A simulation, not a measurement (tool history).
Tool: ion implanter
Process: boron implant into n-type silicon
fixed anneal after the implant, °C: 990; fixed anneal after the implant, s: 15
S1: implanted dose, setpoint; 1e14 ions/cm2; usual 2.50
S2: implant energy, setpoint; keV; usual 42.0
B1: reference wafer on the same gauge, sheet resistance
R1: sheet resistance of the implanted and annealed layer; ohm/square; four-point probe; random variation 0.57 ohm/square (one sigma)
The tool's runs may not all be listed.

run,hour,S1,S2,B1,R1
1,0.0,1.98,51.0,437.01,436.45
2,69.7,2.50,42.0,436.82,384.05
3,115.3,3.02,42.0,436.93,336.20
4,222.1,3.02,42.0,437.11,335.01
5,317.4,3.02,42.0,437.07,335.66
6,397.9,2.50,42.0,437.02,385.04
7,466.2,2.50,42.0,437.00,385.09
# hour 558.4: Faraday cup replaced and dose calibrated
8,558.9,2.50,42.0,437.09,381.31
9,628.1,2.85,37.5,437.05,350.68
10,678.8,2.85,37.5,437.01,351.36
11,718.3,2.03,56.5,436.89,420.32
12,754.8,1.93,32.0,437.00,474.57
13,842.2,2.11,52.5,436.99,414.98
14,889.5,2.50,42.0,436.97,380.36
15,929.0,2.11,52.5,437.05,415.22
16,1035.3,2.50,42.0,437.06,380.31
# hour 1083.1: extraction supply calibrated
17,1118.0,2.50,46.5,437.01,375.31
18,1211.9,2.09,35.0,436.93,442.97
# hour 1293.8: gauge calibrated
19,1378.5,1.95,55.5,437.05,433.42
20,1428.6,1.91,31.5,437.00,480.05
21,1664.5,2.21,30.5,436.94,435.99

4 ways to go on from here, each from the tool as it stands after run 21. What would each give?
A,1664.9,2.50,42.0,?,?
B,1664.9,1.88,42.0,?,?
C,1664.9,2.99,56.0,?,?
D,1664.9,2.00,46.0,?,?

run,B1,R1
A,437.07,381.83
B,437.07,465.87
C,437.07,323.97
D,437.07,440.11
Without the tool's hidden state the same runs would have given:
run,R1
A,380.63
B,464.45
C,322.98
D,438.78
